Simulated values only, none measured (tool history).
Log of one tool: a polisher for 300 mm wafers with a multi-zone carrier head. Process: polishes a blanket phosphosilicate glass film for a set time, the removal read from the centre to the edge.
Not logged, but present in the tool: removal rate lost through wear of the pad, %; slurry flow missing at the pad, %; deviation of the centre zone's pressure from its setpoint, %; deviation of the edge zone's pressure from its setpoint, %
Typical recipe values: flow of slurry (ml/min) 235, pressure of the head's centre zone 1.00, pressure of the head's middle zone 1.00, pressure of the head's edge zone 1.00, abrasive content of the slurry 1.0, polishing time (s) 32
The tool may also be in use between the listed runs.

run    hour  flow of slurry (ml/min)  pressure of the head's centre zone  pressure of the head's middle zone  pressure of the head's edge zone  abrasive content of the slurry  polishing time (s)  wafers since the last listed run  wafers polished on this pad  hours since the slurry nozzle was cleaned  hours since the centre zone pressure was calibrated  hours since the edge zone pressure was calibrated  hours since the carrier head's membrane was replaced  incoming thickness of the incoming film, nm  film removed at the wafer's centre (Å)  film removed at mid-radius (Å)  film removed at the wafer's edge (Å)
  1     0.0                      235                                1.00                                1.00                              1.00                             1.0                  32                                 0                         3080                                      318.1                                                359.9                                              294.6                                                 964.0                                       3083.6                                    2356                            2290                                  2429
  2    88.3                      235                                1.00                                1.00                              1.00                             1.2                  38                               960                         4040                                      406.4                                                448.2                                              382.9                                                1052.3                                       3037.2                                    2989                            2969                                  3028
  3   157.9                      235                                1.00                                1.00                              1.00                             1.2                  38                               757                         4798                                      476.0                                                517.8                                              452.5                                                1121.9                                       3013.9                                    2909                            2934                                  3000
      175.0  -- slurry nozzle cleaned
      211.6  -- worn pad replaced by a new one
  4   418.6                      235                                1.00                                1.00                              1.00                             1.2                  38                              2781                         2252                                      243.6                                                778.5                                              713.2                                                1382.6                                       3076.7                                    3046                            3076                                  3129
  5   516.8                      235                                1.00                                1.00                              1.00                             1.0                  32                              1068                         3320                                      341.8                                                876.7                                              811.4                                                1480.8                                       3036.8                                    2352                            2364                                  2417
      530.7  -- carrier head's membrane replaced by a new one
  6   570.9                      235                                1.00                                1.00                              1.00                             1.0                  32                               534                         3854                                      395.9                                                930.8                                              865.5                                                  40.2                                       3036.5                                    2383                            2365                                  2390
      590.8  -- edge zone pressure recalibrated
  7   666.4                      235                                1.00                                1.00                              1.00                             1.0                  32                              1017                         4871                                      491.4                                               1026.3                                               75.6                                                 135.7                                       3083.6                                    2332                            2289                                  2322
  8   733.0                      260                                1.00                                1.00                              1.00                             0.8                  32                               724                         5596                                      558.0                                               1092.9                                              142.2                                                 202.3                                       3070.5                                    2068                            2047                                  2116
      750.1  -- slurry nozzle cleaned
      792.5  -- worn pad replaced by a new one
  9   829.5                      235                                1.00                                1.00                              0.89                             1.0                  32                               995                          402                                       79.4                                               1189.4                                              238.7                                                 298.8                                       3089.4                                    2417                            2387                                  2303
      855.1  -- centre zone pressure recalibrated
 10   908.7                      235                                1.07                                1.12                              1.00                             1.0                  32                               839                         1241                                      158.6                                                 53.6                                              317.9                                                 378.0                                       3103.4                                    2576                            2569                                  2406
 11   974.3                      295                                1.00                                1.00                              0.96                             1.0                  32                               713                         1955                                      224.2                                                119.2                                              383.5                                                 443.6                                       3068.9                                    2465                            2421                                  2454
 12  1022.7                      235                                1.09                                1.00                              1.00                             1.0                  38                               526                         2482                                      272.6                                                167.6                                              431.9                                                 492.0                                       3032.2                                    3122                            2802                                  2819
 13  1091.7                      205                                1.00                                1.07                              1.00                             0.7                  32                               750                         3232                                      341.6                                                236.6                                              500.9                                                 561.0                                       3087.8                                    1950                            1995                                  1989
 14  1190.4                      235                                1.00                                1.00                              1.00                             1.2                  38                              1073                         4306                                      440.3                                                335.3                                              599.6                                                 659.7                                       3038.7                                    3008                            2909                                  3032
     1215.0  -- slurry nozzle cleaned
     1268.3  -- worn pad replaced by a new one
 15  1278.6                      235                                1.00                                1.05                              1.00                             1.0                  41                               905                          111                                       63.6                                                423.5                                              687.8                                                 747.9                                       3088.2                                    3107                            3176                                  3180
 16  1355.2                      235                                1.00                                1.00                              1.00                             1.0                  32                               833                          945                                      140.2                                                500.1                                              764.4                                                 824.5                                       3057.7                                    2423                            2425                                  2405
     1411.2  -- edge zone pressure recalibrated
 17  1423.2                      235                                1.00                                1.00                              1.00                             1.0                  32                               717                         1663                                      208.2                                                568.1                                               12.0                                                 892.5                                       3057.8                                    2432                            2399                                  2354
 18  1508.1                      235                                1.00                                1.00                              1.00                             1.0                  32                               923                         2586                                      293.1                                                653.0                                               96.9                                                 977.4                                       3030.9                                    2388                            2399                                  2420
 19  1561.8                      235                                1.00                                1.00                              1.00                             1.0                  32                               584                         3170                                      346.8                                                706.7                                              150.6                                                1031.1                                       3032.0                                    2364                            2387                                  2459
 20  1666.8                      235                                1.00                                0.96                              1.00                             1.0                  32                              1142                         4313                                      451.8                                                811.7                                              255.6                                                1136.1                                       3054.2                                    2324                            2261                                  2396
     1710.5  -- slurry nozzle cleaned
     1764.9  -- worn pad replaced by a new one
 21  1770.1                      195                                1.00                                1.00                              1.09                             0.9                  32                              1069                           56                                       59.6                                                915.0                                              358.9                                                1239.4                                       3063.2                                    2274                            2253                                  2374
 22  1857.9                      235                                1.00                                1.00                              1.00                             1.0                  39                               955                         1011                                      147.4                                               1002.8                                              446.7                                                1327.2                                       3053.1                                    2987                            2928                                  2985

3 ways to go on from here, each from the tool as it stands after run 22. What would each give?
  A  1858.3                      235                                1.07                                1.00                              1.00                             1.0                  32                                 4                         1016                                      147.8                                               1003.2                                              447.1                                                1327.6                                       3066.2                                       ?                               ?                                     ?
  B  1858.3                      235                                0.92                                1.00                              1.00                             1.0                  32                                 4                         1016                                      147.8                                               1003.2                                              447.1                                                1327.6                                       3066.2                                       ?                               ?                                     ?
  C  1858.3                      310                                1.00                                1.00                              1.00                             1.0                  32                                 4                         1016                                      147.8                                               1003.2                                              447.1                                                1327.6                                       3066.2                                       ?                               ?                                     ?

run  film removed at the wafer's centre (Å)  film removed at mid-radius (Å)  film removed at the wafer's edge (Å)
  A                                    2597                            2382                                  2443
  B                                    2231                            2384                                  2443
  C                                    2492                            2441                                  2488
What these runs would have given with no unlogged condition in the tool:
run  film removed at the wafer's centre (Å)  film removed at mid-radius (Å)  film removed at the wafer's edge (Å)
  A                                    2607                            2391                                  2452
  B                                    2239                            2393                                  2452
  C                                    2501                            2450                                  2497
